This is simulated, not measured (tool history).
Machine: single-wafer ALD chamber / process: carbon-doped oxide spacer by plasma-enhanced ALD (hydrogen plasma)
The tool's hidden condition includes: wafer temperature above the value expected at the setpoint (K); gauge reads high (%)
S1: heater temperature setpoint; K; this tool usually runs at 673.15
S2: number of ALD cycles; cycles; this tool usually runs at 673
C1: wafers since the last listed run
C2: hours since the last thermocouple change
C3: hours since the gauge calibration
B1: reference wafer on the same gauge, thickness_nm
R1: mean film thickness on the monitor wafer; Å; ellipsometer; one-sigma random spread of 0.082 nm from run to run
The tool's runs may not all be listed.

{"run": 1, "day": 0.0, "S1": 673.15, "S2": 673, "C1": 0, "C2": 2494.7, "C3": 426.4, "B1": 32.696, "R1": 327.36}
{"run": 2, "day": 0.458, "S1": 673.15, "S2": 673, "C1": 6, "C2": 2505.7, "C3": 437.4, "B1": 32.659, "R1": 326.28}
{"run": 3, "day": 0.738, "S1": 673.15, "S2": 673, "C1": 4, "C2": 2512.4, "C3": 444.1, "B1": 32.722, "R1": 327.44}
{"run": 4, "day": 1.208, "S1": 673.15, "S2": 673, "C1": 6, "C2": 2523.7, "C3": 455.4, "B1": 32.702, "R1": 325.94}
{"run": 5, "day": 1.575, "S1": 673.15, "S2": 673, "C1": 5, "C2": 2532.5, "C3": 464.2, "B1": 32.709, "R1": 326.41}
{"run": 6, "day": 2.25, "S1": 679.15, "S2": 673, "C1": 9, "C2": 2548.7, "C3": 480.4, "B1": 32.691, "R1": 320.98}
{"run": 7, "day": 2.683, "S1": 679.15, "S2": 673, "C1": 6, "C2": 2559.1, "C3": 490.8, "B1": 32.685, "R1": 321.55}
{"run": 8, "day": 3.396, "S1": 668.15, "S2": 642, "C1": 10, "C2": 2576.2, "C3": 507.9, "B1": 32.678, "R1": 311.98}
{"run": 9, "day": 4.05, "S1": 673.15, "S2": 566, "C1": 9, "C2": 2591.9, "C3": 523.6, "B1": 32.706, "R1": 275.69}
{"run": 10, "day": 4.371, "S1": 673.15, "S2": 566, "C1": 4, "C2": 2599.6, "C3": 531.3, "B1": 32.693, "R1": 275.08}
{"run": 11, "day": 4.958, "S1": 673.15, "S2": 673, "C1": 8, "C2": 2613.7, "C3": 545.4, "B1": 32.715, "R1": 325.89}
{"run": 12, "day": 5.683, "S1": 673.15, "S2": 673, "C1": 10, "C2": 2631.1, "C3": 562.8, "B1": 32.666, "R1": 325.49}
{"run": 13, "day": 6.321, "S1": 673.15, "S2": 673, "C1": 9, "C2": 2646.4, "C3": 578.1, "B1": 32.718, "R1": 325.82}
{"run": 14, "day": 7.062, "S1": 673.15, "S2": 585, "C1": 10, "C2": 2664.2, "C3": 595.9, "B1": 32.761, "R1": 283.2}
{"run": 15, "day": 7.438, "S1": 673.15, "S2": 673, "C1": 5, "C2": 2673.2, "C3": 604.9, "B1": 32.696, "R1": 326.2}
{"day": 9.075, "done": "thermocouple changed; heater temperature recalibrated"}
{"run": 16, "day": 9.638, "S1": 673.15, "S2": 710, "C1": 26, "C2": 13.5, "C3": 657.7, "B1": 32.713, "R1": 344.43}
{"run": 17, "day": 10.371, "S1": 673.15, "S2": 710, "C1": 10, "C2": 31.1, "C3": 675.3, "B1": 32.67, "R1": 344.46}
{"run": 18, "day": 10.933, "S1": 677.15, "S2": 673, "C1": 8, "C2": 44.6, "C3": 688.8, "B1": 32.74, "R1": 324.14}
{"run": 19, "day": 11.512, "S1": 673.15, "S2": 673, "C1": 8, "C2": 58.5, "C3": 702.7, "B1": 32.703, "R1": 327.02}
{"run": 20, "day": 12.217, "S1": 673.15, "S2": 673, "C1": 10, "C2": 75.4, "C3": 719.6, "B1": 32.689, "R1": 325.54}
{"run": 21, "day": 12.483, "S1": 673.15, "S2": 673, "C1": 3, "C2": 81.8, "C3": 726, "B1": 32.684, "R1": 327.33}
{"run": 22, "day": 13.825, "S1": 673.15, "S2": 673, "C1": 19, "C2": 114, "C3": 758.2, "B1": 32.745, "R1": 327.06}
{"run": 23, "day": 14.162, "S1": 673.15, "S2": 673, "C1": 4, "C2": 122.1, "C3": 766.3, "B1": 32.706, "R1": 327.17}
{"run": 24, "day": 14.612, "S1": 660.15, "S2": 540, "C1": 6, "C2": 132.9, "C3": 777.1, "B1": 32.639, "R1": 262.18}
{"run": 25, "day": 15.012, "S1": 673.15, "S2": 673, "C1": 5, "C2": 142.5, "C3": 786.7, "B1": 32.705, "R1": 325.5}
{"day": 15.446, "done": "gauge calibrated"}
{"run": 26, "day": 15.542, "S1": 673.15, "S2": 673, "C1": 7, "C2": 155.2, "C3": 2.3, "B1": 32.666, "R1": 327.3}
{"run": 27, "day": 16.233, "S1": 687.15, "S2": 562, "C1": 9, "C2": 171.8, "C3": 18.9, "B1": 32.718, "R1": 264.02}
{"run": 28, "day": 16.683, "S1": 673.15, "S2": 673, "C1": 6, "C2": 182.6, "C3": 29.7, "B1": 32.752, "R1": 325.85}
{"run": 29, "day": 17.083, "S1": 669.15, "S2": 673, "C1": 5, "C2": 192.2, "C3": 39.3, "B1": 32.708, "R1": 327.08}
{"run": 30, "day": 17.592, "S1": 677.15, "S2": 568, "C1": 7, "C2": 204.4, "C3": 51.5, "B1": 32.695, "R1": 271.49}
{"run": 31, "day": 18.171, "S1": 673.15, "S2": 673, "C1": 8, "C2": 218.3, "C3": 65.4, "B1": 32.753, "R1": 326.63}
{"run": 32, "day": 18.671, "S1": 668.15, "S2": 747, "C1": 7, "C2": 230.3, "C3": 77.4, "B1": 32.681, "R1": 362.8}
{"run": 33, "day": 19.388, "S1": 659.15, "S2": 739, "C1": 10, "C2": 247.5, "C3": 94.6, "B1": 32.708, "R1": 356.41}
{"run": 34, "day": 21.317, "S1": 665.15, "S2": 563, "C1": 27, "C2": 293.8, "C3": 140.9, "B1": 32.698, "R1": 271.75}
{"run": 35, "day": 21.854, "S1": 686.15, "S2": 599, "C1": 7, "C2": 306.7, "C3": 153.8, "B1": 32.7, "R1": 281.79}
{"run": 36, "day": 22.458, "S1": 673.15, "S2": 788, "C1": 8, "C2": 321.2, "C3": 168.3, "B1": 32.737, "R1": 382.56}
{"run": 37, "day": 23.196, "S1": 688.15, "S2": 731, "C1": 10, "C2": 338.9, "C3": 186, "B1": 32.679, "R1": 340.38}
{"run": 38, "day": 23.467, "S1": 682.15, "S2": 635, "C1": 3, "C2": 345.4, "C3": 192.5, "B1": 32.683, "R1": 300.82}
{"run": 39, "day": 24.8, "S1": 673.15, "S2": 755, "C1": 19, "C2": 377.4, "C3": 224.5, "B1": 32.713, "R1": 365}
{"run": 40, "day": 25.221, "S1": 673.15, "S2": 673, "C1": 6, "C2": 387.5, "C3": 234.6, "B1": 32.671, "R1": 326.03}
{"run": 41, "day": 25.796, "S1": 673.15, "S2": 627, "C1": 8, "C2": 401.3, "C3": 248.4, "B1": 32.7, "R1": 303.75}
{"run": 42, "day": 26.058, "S1": 680.15, "S2": 725, "C1": 3, "C2": 407.6, "C3": 254.7, "B1": 32.717, "R1": 344.04}
{"run": 43, "day": 26.571, "S1": 684.15, "S2": 577, "C1": 7, "C2": 419.9, "C3": 267, "B1": 32.68, "R1": 272.81}
{"run": 44, "day": 26.921, "S1": 685.15, "S2": 800, "C1": 5, "C2": 428.3, "C3": 275.4, "B1": 32.725, "R1": 374.72}
{"run": 45, "day": 27.617, "S1": 685.15, "S2": 800, "C1": 9, "C2": 445, "C3": 292.1, "B1": 32.711, "R1": 377.36}
{"run": 46, "day": 28.204, "S1": 683.15, "S2": 778, "C1": 8, "C2": 459.1, "C3": 306.2, "B1": 32.673, "R1": 368}

Alternative continuations, all from the tool just after run 46; predict every row:
{"run": "A", "day": 28.262, "S1": 673.15, "S2": 673, "C1": 0, "C2": 460.5, "C3": 307.6, "B1": "?", "R1": "?"}
{"run": "B", "day": 28.262, "S1": 685.15, "S2": 553, "C1": 0, "C2": 460.5, "C3": 307.6, "B1": "?", "R1": "?"}
{"run": "C", "day": 28.262, "S1": 663.15, "S2": 777, "C1": 0, "C2": 460.5, "C3": 307.6, "B1": "?", "R1": "?"}
{"run": "D", "day": 28.262, "S1": 668.15, "S2": 780, "C1": 0, "C2": 460.5, "C3": 307.6, "B1": "?", "R1": "?"}

run=A B1=32.705 R1=326.3
run=B B1=32.705 R1=259.62
run=C B1=32.705 R1=376.72
run=D B1=32.705 R1=378.17
With no hidden state in the tool, these same runs would have given:
run=A R1=326.3
run=B R1=259.62
run=C R1=376.72
run=D R1=378.17

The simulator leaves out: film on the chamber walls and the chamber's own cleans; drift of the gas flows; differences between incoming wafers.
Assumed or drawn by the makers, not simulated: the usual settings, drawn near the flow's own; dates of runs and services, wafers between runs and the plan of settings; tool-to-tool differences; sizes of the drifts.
